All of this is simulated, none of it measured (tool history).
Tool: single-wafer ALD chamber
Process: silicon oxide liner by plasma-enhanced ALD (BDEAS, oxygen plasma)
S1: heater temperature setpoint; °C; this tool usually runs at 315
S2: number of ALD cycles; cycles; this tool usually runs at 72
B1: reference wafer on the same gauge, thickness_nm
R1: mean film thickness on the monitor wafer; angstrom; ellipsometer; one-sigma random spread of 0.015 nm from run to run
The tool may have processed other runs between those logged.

Run 1, hour 0.0: usual settings; B1 6.634. Result: R1 59.92 angstrom.
Run 2, hour 19.3: usual settings; B1 6.627. Result: R1 59.42 angstrom.
Run 3, hour 37.9: usual settings; B1 6.621. Result: R1 59.72 angstrom.
Run 4, hour 52.1: usual settings but S2 82 cycles; B1 6.615. Result: R1 67.81 angstrom.
Run 5, hour 68.5: usual settings but S2 82 cycles; B1 6.611. Result: R1 67.85 angstrom.
Run 6, hour 93.6: usual settings but S2 82 cycles; B1 6.601. Result: R1 67.69 angstrom.
Run 7, hour 119.9: usual settings but S1 321 °C, S2 83 cycles; B1 6.599. Result: R1 67.55 angstrom.
Run 8, hour 139.6: usual settings but S1 321 °C, S2 83 cycles; B1 6.593. Result: R1 67.50 angstrom.
Run 9, hour 157.0: usual settings but S1 321 °C, S2 83 cycles; B1 6.589. Result: R1 67.83 angstrom.
Run 10, hour 192.7: usual settings; B1 6.583. Result: R1 59.35 angstrom.
Run 11, hour 223.7: usual settings; B1 6.580. Result: R1 59.23 angstrom.
Run 12, hour 257.4: usual settings; B1 6.575. Result: R1 59.33 angstrom.
Run 13, hour 290.1: usual settings but S1 320 °C, S2 81 cycles; B1 6.567. Result: R1 66.27 angstrom.
Run 14, hour 317.3: usual settings but S1 322 °C, S2 65 cycles; B1 6.566. Result: R1 52.47 angstrom.
Run 15, hour 347.2: usual settings but S1 311 °C; B1 6.566. Result: R1 59.72 angstrom.
Run 16, hour 371.0: usual settings but S1 321 °C, S2 83 cycles; B1 6.567. Result: R1 67.51 angstrom.
Run 17, hour 399.3: usual settings but S1 301 °C; B1 6.563. Result: R1 60.40 angstrom.
Run 18, hour 427.9: usual settings but S1 307 °C, S2 85 cycles; B1 6.562. Result: R1 70.73 angstrom.
At hour 440.8: thermocouple changed; heater temperature recalibrated.
At hour 440.8: gauge calibrated.
Run 19, hour 457.3: usual settings but S2 81 cycles; B1 6.706. Result: R1 67.97 angstrom.
Run 20, hour 488.9: usual settings but S2 84 cycles; B1 6.682. Result: R1 70.04 angstrom.
Run 21, hour 516.3: usual settings but S2 80 cycles; B1 6.663. Result: R1 66.46 angstrom.
Run 22, hour 539.9: usual settings; B1 6.652. Result: R1 59.76 angstrom.
Run 23, hour 572.4: usual settings but S1 323 °C, S2 84 cycles; B1 6.634. Result: R1 69.10 angstrom.
Run 24, hour 590.1: usual settings but S1 328 °C; B1 6.628. Result: R1 58.15 angstrom.

Table of differences, measured result less the result of that run with no hidden state. Run-to-run variation is the same in both. Gauge scatter possibly is not:
What the log doesn't record here: wafer temperature above the value expected at the setpoint (K); gauge reads high (%).
run     R1
  1  -0.49
  2  -0.56
  3  -0.63
  4  -0.77
  5  -0.82
  6  -0.90
  7  -0.96
  8  -1.00
  9  -1.04
 10  -0.97
 11  -1.01
 12  -1.05
 13  -1.20
 14  -0.97
 15  -1.12
 16  -1.28
 17  -1.16
 18  -1.37
 19  +0.11
 20  -0.12
 21  -0.28
 22  -0.35
 23  -0.56
 24  -0.53
